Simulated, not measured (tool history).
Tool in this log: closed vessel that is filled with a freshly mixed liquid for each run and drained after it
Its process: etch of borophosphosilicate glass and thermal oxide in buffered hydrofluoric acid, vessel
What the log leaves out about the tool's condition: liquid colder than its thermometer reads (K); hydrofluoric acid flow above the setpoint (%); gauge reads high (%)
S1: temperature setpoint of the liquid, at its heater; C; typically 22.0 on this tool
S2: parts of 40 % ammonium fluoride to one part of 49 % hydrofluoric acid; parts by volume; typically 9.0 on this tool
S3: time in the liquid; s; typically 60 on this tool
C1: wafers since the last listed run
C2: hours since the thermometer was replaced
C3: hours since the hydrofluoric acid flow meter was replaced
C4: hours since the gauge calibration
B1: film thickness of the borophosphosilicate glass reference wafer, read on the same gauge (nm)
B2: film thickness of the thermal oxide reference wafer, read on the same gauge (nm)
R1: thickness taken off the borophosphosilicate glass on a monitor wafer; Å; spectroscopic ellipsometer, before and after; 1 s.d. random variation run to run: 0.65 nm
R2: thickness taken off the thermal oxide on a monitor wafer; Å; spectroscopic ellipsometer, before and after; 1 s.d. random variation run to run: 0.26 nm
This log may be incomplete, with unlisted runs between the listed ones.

Run 1, day 0.000: usual settings; C1 0; C2 1648.3; C3 581.9; C4 478.8; B1 109.98; B2 70.01. Result: R1 1460.2 Å, R2 676.5 Å.
Run 2, day 1.417: usual settings; C1 3467; C2 1682.3; C3 615.9; C4 512.8; B1 109.98; B2 70.03. Result: R1 1461.6 Å, R2 680.7 Å.
Run 3, day 2.875: usual settings; C1 3569; C2 1717.3; C3 650.9; C4 547.8; B1 110.01; B2 69.98. Result: R1 1469.7 Å, R2 681.6 Å.
Run 4, day 3.608: usual settings but S1 25.0 C; C1 1794; C2 1734.9; C3 668.5; C4 565.4; B1 109.96; B2 69.98. Result: R1 1717.7 Å, R2 805.1 Å.
Run 5, day 4.200: usual settings but S1 25.0 C; C1 1448; C2 1749.1; C3 682.7; C4 579.6; B1 110.02; B2 70.00. Result: R1 1713.6 Å, R2 806.4 Å.
Run 6, day 5.383: usual settings but S2 8.0 parts by volume; C1 2896; C2 1777.5; C3 711.1; C4 608.0; B1 109.97; B2 69.99. Result: R1 1661.5 Å, R2 780.1 Å.
Run 7, day 6.338: usual settings but S2 8.0 parts by volume; C1 2335; C2 1800.4; C3 734.0; C4 630.9; B1 110.06; B2 70.00. Result: R1 1669.5 Å, R2 776.0 Å.
At day 6.925: gauge calibrated.
Run 8, day 7.792: usual settings; C1 3559; C2 1835.3; C3 768.9; C4 20.8; B1 109.94; B2 69.98. Result: R1 1468.5 Å, R2 684.5 Å.
Run 9, day 9.079: usual settings but S3 35 s; C1 3151; C2 1866.2; C3 799.8; C4 51.7; B1 109.98; B2 69.97. Result: R1 857.6 Å, R2 399.2 Å.
At day 9.533: thermometer replaced.
Run 10, day 10.079: usual settings but S3 35 s; C1 2345; C2 13.1; C3 823.8; C4 75.7; B1 109.98; B2 69.95. Result: R1 864.6 Å, R2 402.2 Å.
Run 11, day 10.738: usual settings but S3 35 s; C1 1611; C2 28.9; C3 839.6; C4 91.5; B1 109.99; B2 70.03. Result: R1 861.0 Å, R2 402.4 Å.
Run 12, day 12.071: usual settings but S3 90 s; C1 3263; C2 60.9; C3 871.6; C4 123.5; B1 109.99; B2 70.00. Result: R1 2200.5 Å, R2 1035.5 Å.
Run 13, day 13.021: usual settings but S1 20.0 C, S3 75 s; C1 2325; C2 83.7; C3 894.4; C4 146.3; B1 110.04; B2 70.00. Result: R1 1658.5 Å, R2 770.8 Å.
Run 14, day 13.562: usual settings; C1 1325; C2 96.7; C3 907.4; C4 159.3; B1 110.01; B2 70.02. Result: R1 1489.8 Å, R2 691.0 Å.
Run 15, day 14.300: usual settings; C1 1805; C2 114.4; C3 925.1; C4 177.0; B1 110.02; B2 70.02. Result: R1 1474.3 Å, R2 688.4 Å.
At day 15.233: hydrofluoric acid flow meter replaced.
Run 16, day 15.250: usual settings but S1 24.5 C, S2 7.5 parts by volume, S3 40 s; C1 2223; C2 137.2; C3 0.4; C4 199.8; B1 109.99; B2 70.02. Result: R1 1331.7 Å, R2 623.7 Å.
Run 17, day 16.450: usual settings but S2 7.0 parts by volume; C1 2937; C2 166.0; C3 29.2; C4 228.6; B1 110.01; B2 69.97. Result: R1 1894.0 Å, R2 864.9 Å.
Run 18, day 17.467: usual settings but S2 6.5 parts by volume; C1 2488; C2 190.4; C3 53.6; C4 253.0; B1 109.96; B2 70.01. Result: R1 2026.9 Å, R2 931.7 Å.
Run 19, day 18.358: usual settings but S1 24.5 C, S2 8.0 parts by volume, S3 95 s; C1 2182; C2 211.8; C3 75.0; C4 274.4; B1 109.99; B2 70.01. Result: R1 2963.4 Å, R2 1382.1 Å.
Run 20, day 18.996: usual settings; C1 1560; C2 227.1; C3 90.3; C4 289.7; B1 109.96; B2 70.00. Result: R1 1440.0 Å, R2 665.0 Å.
Run 21, day 20.446: usual settings; C1 3548; C2 261.9; C3 125.1; C4 324.5; B1 109.97; B2 69.97. Result: R1 1441.4 Å, R2 667.9 Å.
Run 22, day 21.433: usual settings but S2 6.5 parts by volume, S3 35 s; C1 2416; C2 285.6; C3 148.8; C4 348.2; B1 110.01; B2 70.01. Result: R1 1170.1 Å, R2 547.3 Å.
Run 23, day 22.200: usual settings but S2 11.5 parts by volume; C1 1876; C2 304.0; C3 167.2; C4 366.6; B1 110.03; B2 70.00. Result: R1 1166.9 Å, R2 545.4 Å.

Hidden condition of the tool, last listed run before each entry between runs versus first listed run after:
Logged between run 7 and run 8: gauge calibrated (day 6.925)
  hydrofluoric acid flow above the setpoint (%): 2.91 -> 3.02
  the result without the hidden state subtracted from the measured one, R1: +51.6 -> +47.2 Å; R2: +23.7 -> +21.8 Å
Logged between run 9 and run 10: thermometer replaced (day 9.533)
  hydrofluoric acid flow above the setpoint (%): 3.12 -> 3.2
  the result without the hidden state subtracted from the measured one, R1: +28.4 -> +29.4 Å; R2: +13.1 -> +13.5 Å
Logged between run 15 and run 16: hydrofluoric acid flow meter replaced (day 15.233)
  hydrofluoric acid flow above the setpoint (%): 3.53 -> 0.135
  the result without the hidden state subtracted from the measured one, R1: +55.0 -> +1.9 Å; R2: +25.5 -> +0.9 Å
